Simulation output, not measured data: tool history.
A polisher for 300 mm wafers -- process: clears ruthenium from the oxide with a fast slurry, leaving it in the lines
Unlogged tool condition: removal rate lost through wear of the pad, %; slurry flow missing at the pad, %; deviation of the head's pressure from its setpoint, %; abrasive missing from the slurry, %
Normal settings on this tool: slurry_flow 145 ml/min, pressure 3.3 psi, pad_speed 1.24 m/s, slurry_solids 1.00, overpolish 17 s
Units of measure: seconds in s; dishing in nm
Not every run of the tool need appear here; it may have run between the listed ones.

| run | hour | slurry_flow | pressure | pad_speed | slurry_solids | overpolish | wafers since the last listed run | wafers polished on this pad | hours since the slurry nozzle was cleaned | hours since the head pressure was calibrated | hours since the slurry blender was calibrated | incoming thickness of the incoming film, nm | seconds | dishing |
|---|---|---|---|---|---|---|---|---|---|---|---|---|---|---|
| 1 | 0.0 | 145 | 3.3 | 1.24 | 1.00 | 17 | 0 | 314 | 263.5 | 1064.3 | 248.9 | 238.8 | 38.2 | 40.7 |
| 2 | 17.0 | 145 | 3.3 | 1.24 | 1.00 | 17 | 167 | 482 | 280.5 | 1081.3 | 265.9 | 237.8 | 40.1 | 41.7 |
| 3 | 27.0 | 145 | 3.3 | 1.24 | 1.10 | 17 | 98 | 581 | 290.5 | 1091.3 | 275.9 | 241.9 | 40.1 | 41.7 |
| 4 | 72.9 | 145 | 3.3 | 1.24 | 1.10 | 17 | 452 | 1033 | 336.4 | 1137.2 | 321.8 | 236.4 | 40.3 | 39.6 |
| 5 | 88.0 | 145 | 3.3 | 1.24 | 1.10 | 17 | 148 | 1182 | 351.5 | 1152.3 | 336.9 | 236.5 | 40.5 | 40.6 |
| 6 | 94.4 | 145 | 3.3 | 1.24 | 1.00 | 17 | 63 | 1245 | 357.9 | 1158.7 | 343.3 | 239.4 | 41.5 | 39.9 |
|  | 107.1 | worn pad replaced by a new one |
| 7 | 107.6 | 145 | 4.2 | 1.64 | 1.00 | 12 | 90 | 5 | 371.1 | 1171.9 | 356.5 | 236.5 | 21.2 | 44.0 |
| 8 | 119.4 | 145 | 3.3 | 1.24 | 1.00 | 27 | 116 | 121 | 382.9 | 1183.7 | 368.3 | 241.5 | 37.6 | 44.6 |
|  | 127.6 | slurry blender recalibrated |
| 9 | 128.1 | 145 | 3.3 | 1.46 | 1.00 | 17 | 66 | 187 | 391.6 | 1192.4 | 0.5 | 241.4 | 31.0 | 43.6 |
| 10 | 142.6 | 180 | 2.5 | 1.56 | 1.00 | 26 | 142 | 330 | 406.1 | 1206.9 | 15.0 | 238.8 | 39.5 | 45.8 |
| 11 | 155.8 | 145 | 3.3 | 0.84 | 1.00 | 23 | 130 | 460 | 419.3 | 1220.1 | 28.2 | 241.9 | 56.3 | 38.4 |
| 12 | 170.0 | 145 | 3.3 | 1.24 | 1.00 | 17 | 140 | 600 | 433.5 | 1234.3 | 42.4 | 239.9 | 38.9 | 40.9 |
| 13 | 180.2 | 100 | 3.3 | 1.50 | 1.00 | 17 | 100 | 701 | 443.7 | 1244.5 | 52.6 | 238.9 | 34.8 | 41.2 |
| 14 | 193.6 | 190 | 4.1 | 1.24 | 0.90 | 17 | 132 | 833 | 457.1 | 1257.9 | 66.0 | 240.8 | 32.3 | 43.0 |
|  | 199.1 | slurry nozzle cleaned |
| 15 | 203.0 | 105 | 3.3 | 1.24 | 0.70 | 23 | 82 | 916 | 3.9 | 1267.3 | 75.4 | 238.6 | 44.7 | 43.1 |
| 16 | 211.7 | 105 | 3.3 | 1.04 | 0.80 | 8 | 85 | 1002 | 12.6 | 1276.0 | 84.1 | 240.6 | 54.6 | 22.8 |
|  | 235.2 | worn pad replaced by a new one |
|  | 236.6 | head pressure recalibrated |
| 17 | 237.1 | 145 | 3.3 | 1.24 | 1.00 | 17 | 197 | 5 | 38.0 | 0.5 | 109.5 | 234.9 | 35.8 | 42.9 |
| 18 | 240.8 | 190 | 3.3 | 1.24 | 1.00 | 26 | 36 | 41 | 41.7 | 4.2 | 113.2 | 237.1 | 33.9 | 45.1 |
| 19 | 247.5 | 130 | 4.2 | 1.24 | 0.80 | 17 | 66 | 107 | 48.4 | 10.9 | 119.9 | 241.1 | 31.6 | 43.3 |
| 20 | 257.7 | 145 | 3.3 | 1.24 | 1.00 | 17 | 100 | 208 | 58.6 | 21.1 | 130.1 | 242.0 | 36.6 | 41.5 |
| 21 | 272.9 | 105 | 2.7 | 1.24 | 1.20 | 26 | 149 | 358 | 73.8 | 36.3 | 145.3 | 241.1 | 49.0 | 43.5 |
| 22 | 288.7 | 145 | 4.2 | 1.62 | 0.70 | 17 | 155 | 514 | 89.6 | 52.1 | 161.1 | 240.7 | 25.3 | 45.6 |
| 23 | 304.9 | 145 | 3.7 | 1.24 | 1.00 | 17 | 159 | 673 | 105.8 | 68.3 | 177.3 | 242.3 | 35.6 | 40.3 |
| 24 | 319.4 | 190 | 3.3 | 1.24 | 1.00 | 26 | 142 | 816 | 120.3 | 82.8 | 191.8 | 239.1 | 37.1 | 45.5 |
| 25 | 332.8 | 145 | 4.5 | 1.24 | 0.90 | 14 | 132 | 949 | 133.7 | 96.2 | 205.2 | 242.1 | 31.1 | 41.6 |
| 26 | 343.8 | 145 | 3.3 | 1.62 | 1.10 | 17 | 108 | 1057 | 144.7 | 107.2 | 216.2 | 237.5 | 29.5 | 42.9 |
|  | 358.2 | worn pad replaced by a new one |
| 27 | 361.8 | 145 | 2.7 | 1.24 | 1.00 | 17 | 138 | 35 | 162.7 | 125.2 | 234.2 | 240.3 | 45.8 | 38.2 |
| 28 | 379.2 | 145 | 2.2 | 1.24 | 1.00 | 17 | 171 | 207 | 180.1 | 142.6 | 251.6 | 238.1 | 56.5 | 34.6 |
| 29 | 419.2 | 170 | 3.3 | 0.84 | 1.15 | 12 | 394 | 601 | 220.1 | 182.6 | 291.6 | 242.6 | 54.2 | 29.5 |

Here are 4 independent what-if runs from the current tool condition. What would each one return?
| A | 419.6 | 145 | 3.3 | 1.24 | 1.00 | 17 | 3 | 605 | 220.5 | 183.0 | 292.0 | 237.2 | ? | ? |
| B | 419.6 | 145 | 3.3 | 1.24 | 1.00 | 10 | 3 | 605 | 220.5 | 183.0 | 292.0 | 237.2 | ? | ? |
| C | 419.6 | 180 | 4.3 | 0.96 | 1.30 | 17 | 3 | 605 | 220.5 | 183.0 | 292.0 | 237.2 | ? | ? |
| D | 419.6 | 175 | 3.3 | 1.24 | 0.70 | 17 | 3 | 605 | 220.5 | 183.0 | 292.0 | 237.2 | ? | ? |

| run | seconds | dishing |
|---|---|---|
| A | 40.0 | 40.1 |
| B | 40.0 | 31.7 |
| C | 35.7 | 41.5 |
| D | 41.9 | 39.5 |
Without the tool's hidden state the same runs would have given:
| run | seconds | dishing |
|---|---|---|
| A | 35.0 | 41.8 |
| B | 35.0 | 34.0 |
| C | 31.2 | 43.0 |
| D | 36.6 | 41.2 |

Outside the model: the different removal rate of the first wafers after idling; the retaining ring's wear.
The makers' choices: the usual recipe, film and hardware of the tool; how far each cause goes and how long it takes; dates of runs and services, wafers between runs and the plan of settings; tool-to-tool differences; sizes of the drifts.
